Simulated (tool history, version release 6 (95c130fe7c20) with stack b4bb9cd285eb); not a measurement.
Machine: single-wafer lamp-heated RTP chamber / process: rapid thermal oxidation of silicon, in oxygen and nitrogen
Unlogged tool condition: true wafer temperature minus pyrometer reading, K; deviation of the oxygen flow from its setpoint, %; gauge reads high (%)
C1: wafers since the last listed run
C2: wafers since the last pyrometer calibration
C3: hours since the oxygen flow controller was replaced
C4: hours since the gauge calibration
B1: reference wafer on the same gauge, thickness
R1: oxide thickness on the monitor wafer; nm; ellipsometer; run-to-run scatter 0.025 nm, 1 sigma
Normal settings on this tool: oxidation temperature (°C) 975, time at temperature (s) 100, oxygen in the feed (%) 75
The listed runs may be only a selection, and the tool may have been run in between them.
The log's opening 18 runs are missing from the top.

{"run": 19, "hour": 1538.2, "oxidation temperature (°C)": 975, "time at temperature (s)": 100, "oxygen in the feed (%)": 75, "C1": 720, "C2": 4677, "C3": 175.3, "C4": 66.8, "B1": 5.992, "R1": 6.376}
{"run": 20, "hour": 1602.2, "oxidation temperature (°C)": 962, "time at temperature (s)": 127, "oxygen in the feed (%)": 98, "C1": 770, "C2": 5448, "C3": 239.3, "C4": 130.8, "B1": 6.008, "R1": 7.038}
{"run": 21, "hour": 1672.2, "oxidation temperature (°C)": 962, "time at temperature (s)": 127, "oxygen in the feed (%)": 98, "C1": 842, "C2": 6291, "C3": 309.3, "C4": 200.8, "B1": 6.022, "R1": 7.011}
{"hour": 1740.5, "done": "pyrometer window cleaned and pyrometer calibrated"}
{"run": 22, "hour": 1750.0, "oxidation temperature (°C)": 975, "time at temperature (s)": 100, "oxygen in the feed (%)": 95, "C1": 840, "C2": 114, "C3": 387.1, "C4": 278.6, "B1": 6.031, "R1": 6.987}
{"run": 23, "hour": 1818.8, "oxidation temperature (°C)": 1004, "time at temperature (s)": 145, "oxygen in the feed (%)": 87, "C1": 828, "C2": 942, "C3": 455.9, "C4": 347.4, "B1": 6.038, "R1": 9.938}
{"run": 24, "hour": 1916.6, "oxidation temperature (°C)": 992, "time at temperature (s)": 71, "oxygen in the feed (%)": 47, "C1": 1177, "C2": 2120, "C3": 553.7, "C4": 445.2, "B1": 6.045, "R1": 5.312}
{"run": 25, "hour": 1953.1, "oxidation temperature (°C)": 1003, "time at temperature (s)": 86, "oxygen in the feed (%)": 98, "C1": 439, "C2": 2560, "C3": 590.2, "C4": 481.7, "B1": 6.052, "R1": 8.037}
{"run": 26, "hour": 2056.2, "oxidation temperature (°C)": 956, "time at temperature (s)": 138, "oxygen in the feed (%)": 66, "C1": 1241, "C2": 3801, "C3": 693.3, "C4": 584.8, "B1": 6.059, "R1": 6.135}
{"run": 27, "hour": 2093.0, "oxidation temperature (°C)": 999, "time at temperature (s)": 141, "oxygen in the feed (%)": 75, "C1": 443, "C2": 4244, "C3": 730.1, "C4": 621.6, "B1": 6.067, "R1": 8.959}
{"run": 28, "hour": 2141.1, "oxidation temperature (°C)": 998, "time at temperature (s)": 73, "oxygen in the feed (%)": 75, "C1": 579, "C2": 4823, "C3": 778.2, "C4": 669.7, "B1": 6.069, "R1": 6.628}
{"run": 29, "hour": 2206.6, "oxidation temperature (°C)": 975, "time at temperature (s)": 100, "oxygen in the feed (%)": 64, "C1": 788, "C2": 5612, "C3": 843.7, "C4": 735.2, "B1": 6.076, "R1": 6.089}
{"run": 30, "hour": 2306.9, "oxidation temperature (°C)": 975, "time at temperature (s)": 100, "oxygen in the feed (%)": 75, "C1": 1207, "C2": 6819, "C3": 944, "C4": 835.5, "B1": 6.069, "R1": 6.405}
{"hour": 2335.5, "done": "pyrometer window cleaned and pyrometer calibrated"}
{"run": 31, "hour": 2399.8, "oxidation temperature (°C)": 993, "time at temperature (s)": 121, "oxygen in the feed (%)": 75, "C1": 1022, "C2": 774, "C3": 1036.9, "C4": 928.4, "B1": 6.071, "R1": 7.948}
{"run": 32, "hour": 2437.3, "oxidation temperature (°C)": 954, "time at temperature (s)": 126, "oxygen in the feed (%)": 89, "C1": 451, "C2": 1225, "C3": 1074.4, "C4": 965.9, "B1": 6.088, "R1": 6.391}
{"run": 33, "hour": 2532.9, "oxidation temperature (°C)": 967, "time at temperature (s)": 100, "oxygen in the feed (%)": 64, "C1": 1151, "C2": 2376, "C3": 1170, "C4": 1061.5, "B1": 6.074, "R1": 5.744}
{"run": 34, "hour": 2596.9, "oxidation temperature (°C)": 997, "time at temperature (s)": 100, "oxygen in the feed (%)": 75, "C1": 770, "C2": 3147, "C3": 1234, "C4": 1125.5, "B1": 6.085, "R1": 7.585}
{"run": 35, "hour": 2691.6, "oxidation temperature (°C)": 1005, "time at temperature (s)": 136, "oxygen in the feed (%)": 91, "C1": 1140, "C2": 4287, "C3": 1328.7, "C4": 1220.2, "B1": 6.086, "R1": 9.926}
{"run": 36, "hour": 2739.0, "oxidation temperature (°C)": 975, "time at temperature (s)": 100, "oxygen in the feed (%)": 75, "C1": 570, "C2": 4858, "C3": 1376.1, "C4": 1267.6, "B1": 6.084, "R1": 6.448}
{"run": 37, "hour": 2810.7, "oxidation temperature (°C)": 946, "time at temperature (s)": 100, "oxygen in the feed (%)": 75, "C1": 863, "C2": 5721, "C3": 1447.8, "C4": 1339.3, "B1": 6.08, "R1": 5.177}

What if the next run were any one of these 3? Each begins from the tool's condition after run 37:
{"run": "A", "hour": 2811.1, "oxidation temperature (°C)": 975, "time at temperature (s)": 100, "oxygen in the feed (%)": 98, "C1": 4, "C2": 5726, "C3": 1448.2, "C4": 1339.7, "B1": "?", "R1": "?"}
{"run": "B", "hour": 2811.1, "oxidation temperature (°C)": 990, "time at temperature (s)": 133, "oxygen in the feed (%)": 98, "C1": 4, "C2": 5726, "C3": 1448.2, "C4": 1339.7, "B1": "?", "R1": "?"}
{"run": "C", "hour": 2811.1, "oxidation temperature (°C)": 964, "time at temperature (s)": 86, "oxygen in the feed (%)": 62, "C1": 4, "C2": 5726, "C3": 1448.2, "C4": 1339.7, "B1": "?", "R1": "?"}

run=A B1=6.085 R1=6.989
run=B B1=6.085 R1=8.914
run=C B1=6.085 R1=5.171
With no hidden state in the tool, these same runs would have given:
run=A R1=6.854
run=B R1=8.742
run=C R1=5.071
